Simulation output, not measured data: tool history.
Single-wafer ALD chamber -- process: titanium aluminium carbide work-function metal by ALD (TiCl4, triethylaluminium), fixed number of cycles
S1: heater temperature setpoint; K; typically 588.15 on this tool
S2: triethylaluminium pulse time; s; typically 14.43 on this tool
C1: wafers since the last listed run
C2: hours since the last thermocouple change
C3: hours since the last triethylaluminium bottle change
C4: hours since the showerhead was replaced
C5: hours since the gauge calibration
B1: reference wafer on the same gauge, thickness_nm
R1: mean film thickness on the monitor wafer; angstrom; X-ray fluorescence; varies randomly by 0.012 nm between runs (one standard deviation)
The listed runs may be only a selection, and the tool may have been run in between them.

| run | hour | S1 | S2 | C1 | C2 | C3 | C4 | C5 | B1 | R1 |
|---|---|---|---|---|---|---|---|---|---|---|
| 1 | 0.0 | 588.15 | 13.23 | 0 | 2550.0 | 711.2 | 5187.2 | 61.2 | 2.354 | 21.28 |
| 2 | 56.0 | 588.15 | 13.23 | 519 | 2606.0 | 767.2 | 5243.2 | 117.2 | 2.362 | 21.18 |
| 3 | 110.0 | 588.15 | 13.23 | 500 | 2660.0 | 821.2 | 5297.2 | 171.2 | 2.371 | 21.43 |
| 4 | 148.4 | 595.15 | 14.43 | 356 | 2698.4 | 859.6 | 5335.6 | 209.6 | 2.373 | 22.26 |
| 5 | 219.6 | 595.15 | 14.43 | 660 | 2769.6 | 930.8 | 5406.8 | 280.8 | 2.378 | 22.29 |
|  | 235.3 | triethylaluminium bottle replaced |
| 6 | 268.6 | 595.15 | 14.43 | 380 | 2818.6 | 33.3 | 5455.8 | 329.8 | 2.381 | 22.17 |
| 7 | 305.3 | 588.15 | 13.17 | 340 | 2855.3 | 70.0 | 5492.5 | 366.5 | 2.378 | 21.51 |
|  | 319.7 | thermocouple changed; heater temperature recalibrated |
|  | 345.1 | showerhead replaced |
| 8 | 358.3 | 588.15 | 13.17 | 343 | 38.6 | 123.0 | 13.2 | 419.5 | 2.381 | 21.31 |
| 9 | 383.3 | 588.15 | 14.43 | 231 | 63.6 | 148.0 | 38.2 | 444.5 | 2.376 | 21.54 |
|  | 411.6 | gauge calibrated |
| 10 | 411.9 | 588.15 | 14.43 | 265 | 92.2 | 176.6 | 66.8 | 0.3 | 2.339 | 21.35 |
| 11 | 446.0 | 588.15 | 9.17 | 316 | 126.3 | 210.7 | 100.9 | 34.4 | 2.351 | 18.10 |
| 12 | 470.6 | 581.15 | 16.03 | 228 | 150.9 | 235.3 | 125.5 | 59.0 | 2.356 | 20.92 |
| 13 | 519.9 | 588.15 | 14.43 | 457 | 200.2 | 284.6 | 174.8 | 108.3 | 2.369 | 21.37 |
| 14 | 565.3 | 588.15 | 8.84 | 421 | 245.6 | 330.0 | 220.2 | 153.7 | 2.373 | 17.64 |
| 15 | 606.6 | 602.15 | 14.43 | 383 | 286.9 | 371.3 | 261.5 | 195.0 | 2.374 | 22.86 |
| 16 | 655.8 | 595.15 | 18.10 | 456 | 336.1 | 420.5 | 310.7 | 244.2 | 2.377 | 22.52 |
| 17 | 708.6 | 588.15 | 14.43 | 489 | 388.9 | 473.3 | 363.5 | 297.0 | 2.375 | 21.51 |
| 18 | 779.6 | 588.15 | 14.43 | 658 | 459.9 | 544.3 | 434.5 | 368.0 | 2.378 | 21.70 |

What if the next run were any one of these 4? Each begins from the tool's condition after run 18:
| A | 780.0 | 588.15 | 14.43 | 3 | 460.3 | 544.7 | 434.9 | 368.4 | ? | ? |
| B | 780.0 | 588.15 | 10.95 | 3 | 460.3 | 544.7 | 434.9 | 368.4 | ? | ? |
| C | 780.0 | 581.15 | 20.08 | 3 | 460.3 | 544.7 | 434.9 | 368.4 | ? | ? |
| D | 780.0 | 597.15 | 10.91 | 3 | 460.3 | 544.7 | 434.9 | 368.4 | ? | ? |

| run | B1 | R1 |
|---|---|---|
| A | 2.382 | 21.63 |
| B | 2.382 | 20.63 |
| C | 2.382 | 21.06 |
| D | 2.382 | 21.47 |
Without the tool's unlogged condition, the same runs would have read:
| run | R1 |
|---|---|
| A | 21.26 |
| B | 20.27 |
| C | 20.70 |
| D | 21.10 |
